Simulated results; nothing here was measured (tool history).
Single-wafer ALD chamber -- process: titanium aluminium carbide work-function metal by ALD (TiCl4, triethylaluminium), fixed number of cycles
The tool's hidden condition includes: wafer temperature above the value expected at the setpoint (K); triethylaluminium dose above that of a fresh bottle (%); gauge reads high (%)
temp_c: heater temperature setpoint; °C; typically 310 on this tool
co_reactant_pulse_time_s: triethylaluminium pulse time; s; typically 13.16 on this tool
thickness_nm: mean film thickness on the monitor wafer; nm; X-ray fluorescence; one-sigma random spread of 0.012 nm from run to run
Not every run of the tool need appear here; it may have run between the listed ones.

run,day,temp_c,co_reactant_pulse_time_s,wafers since the last listed run,hours since the last thermocouple change,hours since the last triethylaluminium bottle change,hours since the showerhead was replaced,hours since the gauge calibration,"read-back reference wafer on the same gauge, thickness_nm",thickness_nm
1,0.000,310,13.16,0,2130.0,1552.9,2227.9,565.2,1.768,1.953
2,2.112,310,13.16,637,2180.7,1603.6,2278.6,615.9,1.768,1.939
3,4.583,310,13.16,745,2240.0,1662.9,2337.9,675.2,1.771,1.957
4,7.242,318,13.16,801,2303.8,1726.7,2401.7,739.0,1.774,2.024
5,10.383,318,13.16,947,2379.2,1802.1,2477.1,814.4,1.772,1.994
6,12.521,318,13.16,644,2430.5,1853.4,2528.4,865.7,1.771,2.034
7,14.967,310,13.16,737,2489.2,1912.1,2587.1,924.4,1.771,1.950
8,19.004,310,13.16,1217,2586.1,2009.0,2684.0,1021.3,1.768,1.956
# day 20.325: showerhead replaced
9,20.733,320,17.15,421,2627.6,2050.5,9.8,1062.8,1.767,2.049
# day 21.612: gauge calibrated
# day 22.900: triethylaluminium bottle replaced
10,23.592,310,13.16,761,2696.2,16.6,78.4,47.5,1.768,1.934
11,26.392,295,10.43,844,2763.4,83.8,145.6,114.7,1.772,1.787
# day 28.100: thermocouple changed; heater temperature recalibrated
12,30.442,321,13.16,1121,56.2,181.0,242.8,211.9,1.769,2.048
13,32.546,304,10.73,634,106.7,231.5,293.3,262.4,1.771,1.900
14,36.812,315,8.63,1287,209.1,333.9,395.7,364.8,1.769,1.919
15,38.483,310,13.16,503,249.2,374.0,435.8,404.9,1.770,1.959
16,41.217,310,13.16,824,314.8,439.6,501.4,470.5,1.769,1.947
17,44.171,316,10.22,891,385.7,510.5,572.3,541.4,1.766,1.954

For run 18, what comes out?
18,48.054,321,14.73,1171,478.9,603.7,665.5,634.6,?,?

read-back reference wafer on the same gauge, thickness_nm: 1.770
thickness_nm: 2.060 nm
Were there no unlogged condition in the tool, this run, its random variation unchanged, would have produced thickness_nm 2.060 nm.
